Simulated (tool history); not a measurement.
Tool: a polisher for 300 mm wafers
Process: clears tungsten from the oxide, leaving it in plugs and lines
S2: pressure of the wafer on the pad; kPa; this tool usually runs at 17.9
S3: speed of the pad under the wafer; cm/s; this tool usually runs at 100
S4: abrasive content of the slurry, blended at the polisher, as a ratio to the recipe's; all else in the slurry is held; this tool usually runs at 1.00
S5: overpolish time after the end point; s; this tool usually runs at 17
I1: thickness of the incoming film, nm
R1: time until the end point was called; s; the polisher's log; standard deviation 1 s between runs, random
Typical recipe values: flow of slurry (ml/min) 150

{"run": 1, "day": 0.0, "flow of slurry (ml/min)": 150, "S2": 17.9, "S3": 126, "S4": 1.0, "S5": 17, "I1": 244.7, "R1": 67.6}
{"run": 2, "day": 1.504, "flow of slurry (ml/min)": 150, "S2": 17.9, "S3": 100, "S4": 1.0, "S5": 17, "I1": 239.8, "R1": 77.2}
{"day": 2.779, "done": "slurry nozzle cleaned"}
{"run": 3, "day": 3.383, "flow of slurry (ml/min)": 150, "S2": 17.9, "S3": 100, "S4": 1.0, "S5": 17, "I1": 239.7, "R1": 71.0}
{"run": 4, "day": 4.808, "flow of slurry (ml/min)": 150, "S2": 17.9, "S3": 100, "S4": 1.0, "S5": 17, "I1": 237.9, "R1": 72.0}
{"day": 6.467, "done": "slurry tank refilled with fresh slurry and peroxide"}
{"run": 5, "day": 7.242, "flow of slurry (ml/min)": 150, "S2": 17.9, "S3": 100, "S4": 1.0, "S5": 17, "I1": 239.8, "R1": 71.8}
{"run": 6, "day": 8.75, "flow of slurry (ml/min)": 150, "S2": 16.5, "S3": 100, "S4": 0.9, "S5": 17, "I1": 235.3, "R1": 76.9}
{"day": 9.55, "done": "slurry blender recalibrated"}
{"day": 10.612, "done": "worn pad replaced by a new one"}
{"run": 7, "day": 10.692, "flow of slurry (ml/min)": 150, "S2": 17.9, "S3": 100, "S4": 1.0, "S5": 10, "I1": 241.6, "R1": 69.8}
{"run": 8, "day": 12.738, "flow of slurry (ml/min)": 150, "S2": 17.9, "S3": 100, "S4": 1.0, "S5": 10, "I1": 238.5, "R1": 69.7}
{"run": 9, "day": 14.1, "flow of slurry (ml/min)": 150, "S2": 17.9, "S3": 100, "S4": 1.0, "S5": 10, "I1": 240.5, "R1": 72.7}
{"run": 10, "day": 15.721, "flow of slurry (ml/min)": 150, "S2": 22.8, "S3": 100, "S4": 1.15, "S5": 17, "I1": 237.7, "R1": 56.1}
{"run": 11, "day": 17.812, "flow of slurry (ml/min)": 150, "S2": 21.4, "S3": 100, "S4": 1.0, "S5": 17, "I1": 239.2, "R1": 62.6}
{"run": 12, "day": 20.333, "flow of slurry (ml/min)": 150, "S2": 17.9, "S3": 100, "S4": 1.0, "S5": 17, "I1": 241.7, "R1": 74.5}
{"day": 21.783, "done": "slurry tank refilled with fresh slurry and peroxide"}
{"run": 13, "day": 22.758, "flow of slurry (ml/min)": 120, "S2": 17.9, "S3": 90, "S4": 1.0, "S5": 17, "I1": 236.1, "R1": 83.5}
{"day": 22.912, "done": "slurry blender recalibrated"}
{"day": 23.688, "done": "worn pad replaced by a new one"}
{"run": 14, "day": 25.575, "flow of slurry (ml/min)": 150, "S2": 17.9, "S3": 100, "S4": 1.0, "S5": 17, "I1": 242.5, "R1": 79.9}
{"run": 15, "day": 28.229, "flow of slurry (ml/min)": 150, "S2": 17.9, "S3": 100, "S4": 1.0, "S5": 17, "I1": 242.2, "R1": 82.6}
{"day": 29.321, "done": "slurry nozzle cleaned"}
{"run": 16, "day": 30.021, "flow of slurry (ml/min)": 150, "S2": 24.1, "S3": 100, "S4": 1.0, "S5": 17, "I1": 236.2, "R1": 53.0}
{"run": 17, "day": 31.125, "flow of slurry (ml/min)": 150, "S2": 15.2, "S3": 100, "S4": 1.0, "S5": 17, "I1": 239.8, "R1": 82.0}
{"day": 31.892, "done": "head pressure recalibrated"}
{"run": 18, "day": 33.417, "flow of slurry (ml/min)": 150, "S2": 17.9, "S3": 100, "S4": 1.0, "S5": 17, "I1": 236.1, "R1": 69.7}
{"run": 19, "day": 34.667, "flow of slurry (ml/min)": 150, "S2": 17.9, "S3": 100, "S4": 1.0, "S5": 17, "I1": 238.6, "R1": 70.9}
{"day": 37.171, "done": "slurry tank refilled with fresh slurry and peroxide"}
{"run": 20, "day": 37.192, "flow of slurry (ml/min)": 150, "S2": 17.9, "S3": 100, "S4": 1.0, "S5": 17, "I1": 236.6, "R1": 69.7}
{"day": 37.479, "done": "worn pad replaced by a new one"}
{"day": 38.346, "done": "slurry blender recalibrated"}
{"run": 21, "day": 39.667, "flow of slurry (ml/min)": 195, "S2": 17.9, "S3": 82, "S4": 0.85, "S5": 17, "I1": 237.5, "R1": 81.0}
{"run": 22, "day": 40.846, "flow of slurry (ml/min)": 120, "S2": 20.0, "S3": 100, "S4": 0.75, "S5": 17, "I1": 237.3, "R1": 73.5}
{"run": 23, "day": 43.396, "flow of slurry (ml/min)": 135, "S2": 20.0, "S3": 100, "S4": 0.8, "S5": 22, "I1": 237.7, "R1": 70.4}
{"day": 49.488, "done": "worn pad replaced by a new one"}
{"day": 50.612, "done": "slurry tank refilled with fresh slurry and peroxide"}
{"run": 24, "day": 50.867, "flow of slurry (ml/min)": 150, "S2": 17.9, "S3": 100, "S4": 1.0, "S5": 17, "I1": 238.4, "R1": 75.2}
{"day": 51.742, "done": "slurry blender recalibrated"}
{"run": 25, "day": 53.671, "flow of slurry (ml/min)": 165, "S2": 23.4, "S3": 124, "S4": 0.85, "S5": 17, "I1": 240.9, "R1": 54.5}

Below are 5 alternative next runs, each starting from the tool's condition after run 25. Predict each:
{"run": "A", "day": 53.688, "flow of slurry (ml/min)": 150, "S2": 17.9, "S3": 100, "S4": 1.0, "S5": 17, "I1": 239.7, "R1": "?"}
{"run": "B", "day": 53.688, "flow of slurry (ml/min)": 150, "S2": 22.1, "S3": 74, "S4": 1.0, "S5": 26, "I1": 239.7, "R1": "?"}
{"run": "C", "day": 53.688, "flow of slurry (ml/min)": 150, "S2": 13.8, "S3": 100, "S4": 1.0, "S5": 17, "I1": 239.7, "R1": "?"}
{"run": "D", "day": 53.688, "flow of slurry (ml/min)": 115, "S2": 17.9, "S3": 86, "S4": 0.75, "S5": 17, "I1": 239.7, "R1": "?"}
{"run": "E", "day": 53.688, "flow of slurry (ml/min)": 150, "S2": 17.9, "S3": 100, "S4": 1.0, "S5": 9, "I1": 239.7, "R1": "?"}

run=A R1=77.1
run=B R1=77.3
run=C R1=97.2
run=D R1=101.2
run=E R1=77.1
What these runs would have given with no unlogged condition in the tool:
run=A R1=69.2
run=B R1=69.4
run=C R1=87.3
run=D R1=88.0
run=E R1=69.2

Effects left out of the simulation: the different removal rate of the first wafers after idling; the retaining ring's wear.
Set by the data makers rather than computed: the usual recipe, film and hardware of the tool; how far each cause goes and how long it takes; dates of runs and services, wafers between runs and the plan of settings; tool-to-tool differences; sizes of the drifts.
